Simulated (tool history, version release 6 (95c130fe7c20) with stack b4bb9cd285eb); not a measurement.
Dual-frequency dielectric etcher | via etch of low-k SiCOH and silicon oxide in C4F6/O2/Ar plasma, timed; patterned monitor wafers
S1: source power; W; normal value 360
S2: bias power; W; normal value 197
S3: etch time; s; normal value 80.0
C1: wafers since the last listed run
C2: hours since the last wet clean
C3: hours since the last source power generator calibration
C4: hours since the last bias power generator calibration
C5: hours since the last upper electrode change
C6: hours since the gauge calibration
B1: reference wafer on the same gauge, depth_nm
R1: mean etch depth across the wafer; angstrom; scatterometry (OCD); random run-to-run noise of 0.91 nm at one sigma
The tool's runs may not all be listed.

run,day,S1,S2,S3,C1,C2,C3,C4,C5,C6,B1,R1
1,0.000,360,197,80.0,0,356.2,4168.8,3021.9,3327.7,527.4,252.1,2124
2,2.983,360,197,80.0,910,427.8,4240.4,3093.5,3399.3,599.0,251.8,2119
3,4.771,360,197,80.0,545,470.7,4283.3,3136.4,3442.2,641.9,251.9,2124
4,6.033,360,197,80.0,385,501.0,4313.6,3166.7,3472.5,672.2,251.7,2126
5,8.850,360,197,80.0,859,568.6,4381.2,3234.3,3540.1,739.8,252.2,2117
# day 10.062: wet clean of the chamber
6,10.517,360,197,80.0,203,10.9,4421.2,3274.3,3580.1,779.8,252.6,2122
7,13.479,360,197,80.0,903,82.0,4492.3,3345.4,3651.2,850.9,252.5,2130
# day 15.262: source power generator calibrated
8,18.625,360,197,80.0,1519,205.5,80.7,3468.9,3774.7,974.4,251.8,2123
9,19.771,360,197,80.0,349,233.0,108.2,3496.4,3802.2,1001.9,252.0,2121
10,20.908,360,197,80.0,347,260.3,135.5,3523.7,3829.5,1029.2,251.8,2123
11,22.588,360,197,80.0,512,300.6,175.8,3564.0,3869.8,1069.5,252.1,2119
12,23.692,360,197,80.0,336,327.1,202.3,3590.5,3896.3,1096.0,252.2,2122
13,25.625,360,227,94.5,589,373.5,248.7,3636.9,3942.7,1142.4,252.2,2647
14,27.100,300,236,74.0,450,408.9,284.1,3672.3,3978.1,1177.8,252.4,1978
15,29.204,360,230,80.0,641,459.4,334.6,3722.8,4028.6,1228.3,252.0,2225
# day 30.554: upper electrode replaced
# day 30.750: gauge calibrated
16,30.975,360,197,80.0,235,501.9,377.1,3765.3,10.1,5.4,252.1,2117
# day 34.321: wet clean of the chamber
17,34.342,360,230,80.0,722,0.5,457.9,3846.1,90.9,86.2,252.2,2247
18,35.650,290,178,80.0,399,31.9,489.3,3877.5,122.3,117.6,252.4,1932
19,38.192,360,197,80.0,775,92.9,550.3,3938.5,183.3,178.6,251.7,2136
# day 39.542: bias power generator calibrated
20,40.362,360,197,80.0,611,145.0,602.4,19.7,235.4,230.7,251.8,2120
21,42.600,320,212,80.0,682,198.7,656.1,73.4,289.1,284.4,252.4,2101
22,44.575,300,197,69.0,602,246.1,703.5,120.8,336.5,331.8,252.2,1747
23,47.404,400,238,92.5,863,314.0,771.4,188.7,404.4,399.7,252.4,2713
24,48.554,320,218,60.5,350,341.6,799.0,216.3,432.0,427.3,251.8,1615
25,50.071,280,197,89.5,462,378.0,835.4,252.7,468.4,463.7,251.8,2210

Run-by-run hidden state of the tool:
etch rate over this chamber's usual, %: 0 in every run
source power that arrives over what is set, %: 0 in every run
bias power that arrives over what is set, %: 0 in every run
gauge reads high (%): 0 in every run

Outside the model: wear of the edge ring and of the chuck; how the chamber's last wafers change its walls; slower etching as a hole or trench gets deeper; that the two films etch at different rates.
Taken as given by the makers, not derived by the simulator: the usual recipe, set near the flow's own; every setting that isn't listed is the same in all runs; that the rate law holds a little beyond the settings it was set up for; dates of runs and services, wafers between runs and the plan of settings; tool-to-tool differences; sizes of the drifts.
